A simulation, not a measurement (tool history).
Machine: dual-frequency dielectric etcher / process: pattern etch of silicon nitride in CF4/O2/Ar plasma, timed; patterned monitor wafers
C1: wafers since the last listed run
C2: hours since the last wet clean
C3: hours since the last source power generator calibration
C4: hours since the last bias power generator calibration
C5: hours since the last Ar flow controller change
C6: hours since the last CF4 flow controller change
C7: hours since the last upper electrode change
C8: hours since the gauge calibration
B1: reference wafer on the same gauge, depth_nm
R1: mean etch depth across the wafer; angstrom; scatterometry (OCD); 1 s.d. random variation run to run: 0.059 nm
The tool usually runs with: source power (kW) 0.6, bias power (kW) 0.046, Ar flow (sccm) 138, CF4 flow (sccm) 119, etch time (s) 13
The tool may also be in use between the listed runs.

{"run": 1, "hour": 0.0, "source power (kW)": 0.6, "bias power (kW)": 0.046, "Ar flow (sccm)": 138, "CF4 flow (sccm)": 119, "etch time (s)": 13, "C1": 0, "C2": 511.4, "C3": 4052.6, "C4": 127.9, "C5": 394.8, "C6": 4294.8, "C7": 4006.3, "C8": 3038.9, "B1": 22.8, "R1": 265.1}
{"run": 2, "hour": 76.7, "source power (kW)": 0.6, "bias power (kW)": 0.046, "Ar flow (sccm)": 138, "CF4 flow (sccm)": 119, "etch time (s)": 13, "C1": 993, "C2": 588.1, "C3": 4129.3, "C4": 204.6, "C5": 471.5, "C6": 4371.5, "C7": 4083, "C8": 3115.6, "B1": 22.8, "R1": 266.2}
{"run": 3, "hour": 140.2, "source power (kW)": 0.64, "bias power (kW)": 0.046, "Ar flow (sccm)": 138, "CF4 flow (sccm)": 97, "etch time (s)": 10, "C1": 822, "C2": 651.6, "C3": 4192.8, "C4": 268.1, "C5": 535, "C6": 4435, "C7": 4146.5, "C8": 3179.1, "B1": 22.78, "R1": 211.7}
{"hour": 171.1, "done": "wet clean of the chamber"}
{"run": 4, "hour": 220.0, "source power (kW)": 0.6, "bias power (kW)": 0.046, "Ar flow (sccm)": 138, "CF4 flow (sccm)": 119, "etch time (s)": 9.5, "C1": 723, "C2": 48.9, "C3": 4272.6, "C4": 347.9, "C5": 614.8, "C6": 4514.8, "C7": 4226.3, "C8": 3258.9, "B1": 22.81, "R1": 192.7}
{"run": 5, "hour": 317.8, "source power (kW)": 0.6, "bias power (kW)": 0.039, "Ar flow (sccm)": 138, "CF4 flow (sccm)": 139, "etch time (s)": 13, "C1": 1267, "C2": 146.7, "C3": 4370.4, "C4": 445.7, "C5": 712.6, "C6": 4612.6, "C7": 4324.1, "C8": 3356.7, "B1": 22.81, "R1": 259}
{"run": 6, "hour": 360.4, "source power (kW)": 0.6, "bias power (kW)": 0.046, "Ar flow (sccm)": 138, "CF4 flow (sccm)": 119, "etch time (s)": 13, "C1": 552, "C2": 189.3, "C3": 4413, "C4": 488.3, "C5": 755.2, "C6": 4655.2, "C7": 4366.7, "C8": 3399.3, "B1": 22.8, "R1": 265.6}
{"hour": 386.7, "done": "source power generator calibrated"}
{"run": 7, "hour": 411.6, "source power (kW)": 0.48, "bias power (kW)": 0.052, "Ar flow (sccm)": 138, "CF4 flow (sccm)": 133, "etch time (s)": 15.5, "C1": 611, "C2": 240.5, "C3": 24.9, "C4": 539.5, "C5": 806.4, "C6": 4706.4, "C7": 4417.9, "C8": 3450.5, "B1": 22.8, "R1": 269}
{"run": 8, "hour": 507.7, "source power (kW)": 0.67, "bias power (kW)": 0.049, "Ar flow (sccm)": 157, "CF4 flow (sccm)": 111, "etch time (s)": 13, "C1": 1245, "C2": 336.6, "C3": 121, "C4": 635.6, "C5": 902.5, "C6": 4802.5, "C7": 4514, "C8": 3546.6, "B1": 22.8, "R1": 292.8}
{"hour": 547.0, "done": "CF4 flow controller replaced"}
{"run": 9, "hour": 558.9, "source power (kW)": 0.6, "bias power (kW)": 0.046, "Ar flow (sccm)": 138, "CF4 flow (sccm)": 141, "etch time (s)": 16.5, "C1": 585, "C2": 387.8, "C3": 172.2, "C4": 686.8, "C5": 953.7, "C6": 11.9, "C7": 4565.2, "C8": 3597.8, "B1": 22.8, "R1": 344.2}
{"run": 10, "hour": 624.0, "source power (kW)": 0.52, "bias power (kW)": 0.046, "Ar flow (sccm)": 119, "CF4 flow (sccm)": 119, "etch time (s)": 13, "C1": 843, "C2": 452.9, "C3": 237.3, "C4": 751.9, "C5": 1018.8, "C6": 77, "C7": 4630.3, "C8": 3662.9, "B1": 22.8, "R1": 237}
{"hour": 650.8, "done": "gauge calibrated"}
{"run": 11, "hour": 708.1, "source power (kW)": 0.6, "bias power (kW)": 0.046, "Ar flow (sccm)": 138, "CF4 flow (sccm)": 119, "etch time (s)": 13, "C1": 1089, "C2": 537, "C3": 321.4, "C4": 836, "C5": 1102.9, "C6": 161.1, "C7": 4714.4, "C8": 57.3, "B1": 22.8, "R1": 269.2}
{"run": 12, "hour": 788.1, "source power (kW)": 0.6, "bias power (kW)": 0.053, "Ar flow (sccm)": 138, "CF4 flow (sccm)": 142, "etch time (s)": 13, "C1": 1036, "C2": 617, "C3": 401.4, "C4": 916, "C5": 1182.9, "C6": 241.1, "C7": 4794.4, "C8": 137.3, "B1": 22.8, "R1": 284.5}
{"hour": 822.1, "done": "upper electrode replaced"}
{"hour": 904.4, "done": "wet clean of the chamber"}
{"run": 13, "hour": 936.6, "source power (kW)": 0.6, "bias power (kW)": 0.046, "Ar flow (sccm)": 138, "CF4 flow (sccm)": 105, "etch time (s)": 13, "C1": 1302, "C2": 32.2, "C3": 549.9, "C4": 1064.5, "C5": 1331.4, "C6": 389.6, "C7": 114.5, "C8": 285.8, "B1": 22.81, "R1": 258.9}
{"run": 14, "hour": 1011.8, "source power (kW)": 0.67, "bias power (kW)": 0.052, "Ar flow (sccm)": 138, "CF4 flow (sccm)": 119, "etch time (s)": 13, "C1": 974, "C2": 107.4, "C3": 625.1, "C4": 1139.7, "C5": 1406.6, "C6": 464.8, "C7": 189.7, "C8": 361, "B1": 22.79, "R1": 301.2}
{"run": 15, "hour": 1302.0, "source power (kW)": 0.6, "bias power (kW)": 0.046, "Ar flow (sccm)": 138, "CF4 flow (sccm)": 119, "etch time (s)": 13, "C1": 3760, "C2": 397.6, "C3": 915.3, "C4": 1429.9, "C5": 1696.8, "C6": 755, "C7": 479.9, "C8": 651.2, "B1": 22.81, "R1": 267}
{"run": 16, "hour": 1404.4, "source power (kW)": 0.69, "bias power (kW)": 0.043, "Ar flow (sccm)": 138, "CF4 flow (sccm)": 119, "etch time (s)": 16.5, "C1": 1326, "C2": 500, "C3": 1017.7, "C4": 1532.3, "C5": 1799.2, "C6": 857.4, "C7": 582.3, "C8": 753.6, "B1": 22.8, "R1": 381.3}
{"run": 17, "hour": 1443.6, "source power (kW)": 0.65, "bias power (kW)": 0.046, "Ar flow (sccm)": 151, "CF4 flow (sccm)": 101, "etch time (s)": 13, "C1": 507, "C2": 539.2, "C3": 1056.9, "C4": 1571.5, "C5": 1838.4, "C6": 896.6, "C7": 621.5, "C8": 792.8, "B1": 22.8, "R1": 280.2}
{"run": 18, "hour": 1516.7, "source power (kW)": 0.6, "bias power (kW)": 0.046, "Ar flow (sccm)": 155, "CF4 flow (sccm)": 119, "etch time (s)": 13, "C1": 947, "C2": 612.3, "C3": 1130, "C4": 1644.6, "C5": 1911.5, "C6": 969.7, "C7": 694.6, "C8": 865.9, "B1": 22.81, "R1": 267}
{"run": 19, "hour": 1623.7, "source power (kW)": 0.6, "bias power (kW)": 0.055, "Ar flow (sccm)": 105, "CF4 flow (sccm)": 119, "etch time (s)": 10.5, "C1": 1386, "C2": 719.3, "C3": 1237, "C4": 1751.6, "C5": 2018.5, "C6": 1076.7, "C7": 801.6, "C8": 972.9, "B1": 22.81, "R1": 234.2}
{"hour": 1660.2, "done": "wet clean of the chamber"}
{"run": 20, "hour": 1715.2, "source power (kW)": 0.64, "bias power (kW)": 0.058, "Ar flow (sccm)": 138, "CF4 flow (sccm)": 119, "etch time (s)": 15, "C1": 874, "C2": 55, "C3": 1328.5, "C4": 1843.1, "C5": 2110, "C6": 1168.2, "C7": 893.1, "C8": 1064.4, "B1": 22.8, "R1": 347}

Here are 5 independent what-if runs from the current tool condition. What would each one return?
{"run": "A", "hour": 1715.6, "source power (kW)": 0.6, "bias power (kW)": 0.046, "Ar flow (sccm)": 138, "CF4 flow (sccm)": 119, "etch time (s)": 13, "C1": 5, "C2": 55.4, "C3": 1328.9, "C4": 1843.5, "C5": 2110.4, "C6": 1168.6, "C7": 893.5, "C8": 1064.8, "B1": "?", "R1": "?"}
{"run": "B", "hour": 1715.6, "source power (kW)": 0.74, "bias power (kW)": 0.046, "Ar flow (sccm)": 164, "CF4 flow (sccm)": 119, "etch time (s)": 13, "C1": 5, "C2": 55.4, "C3": 1328.9, "C4": 1843.5, "C5": 2110.4, "C6": 1168.6, "C7": 893.5, "C8": 1064.8, "B1": "?", "R1": "?"}
{"run": "C", "hour": 1715.6, "source power (kW)": 0.46, "bias power (kW)": 0.046, "Ar flow (sccm)": 127, "CF4 flow (sccm)": 119, "etch time (s)": 14.5, "C1": 5, "C2": 55.4, "C3": 1328.9, "C4": 1843.5, "C5": 2110.4, "C6": 1168.6, "C7": 893.5, "C8": 1064.8, "B1": "?", "R1": "?"}
{"run": "D", "hour": 1715.6, "source power (kW)": 0.6, "bias power (kW)": 0.057, "Ar flow (sccm)": 138, "CF4 flow (sccm)": 119, "etch time (s)": 14.5, "C1": 5, "C2": 55.4, "C3": 1328.9, "C4": 1843.5, "C5": 2110.4, "C6": 1168.6, "C7": 893.5, "C8": 1064.8, "B1": "?", "R1": "?"}
{"run": "E", "hour": 1715.6, "source power (kW)": 0.66, "bias power (kW)": 0.042, "Ar flow (sccm)": 138, "CF4 flow (sccm)": 119, "etch time (s)": 13, "C1": 5, "C2": 55.4, "C3": 1328.9, "C4": 1843.5, "C5": 2110.4, "C6": 1168.6, "C7": 893.5, "C8": 1064.8, "B1": "?", "R1": "?"}

run=A B1=22.79 R1=265.1
run=B B1=22.79 R1=315.4
run=C B1=22.79 R1=233
run=D B1=22.79 R1=313.2
run=E B1=22.79 R1=282.9
With the hidden condition removed and each run's random variation left untouched, the same runs would have given:
run=A R1=261
run=B R1=310.5
run=C R1=229.3
run=D R1=308.1
run=E R1=278.5

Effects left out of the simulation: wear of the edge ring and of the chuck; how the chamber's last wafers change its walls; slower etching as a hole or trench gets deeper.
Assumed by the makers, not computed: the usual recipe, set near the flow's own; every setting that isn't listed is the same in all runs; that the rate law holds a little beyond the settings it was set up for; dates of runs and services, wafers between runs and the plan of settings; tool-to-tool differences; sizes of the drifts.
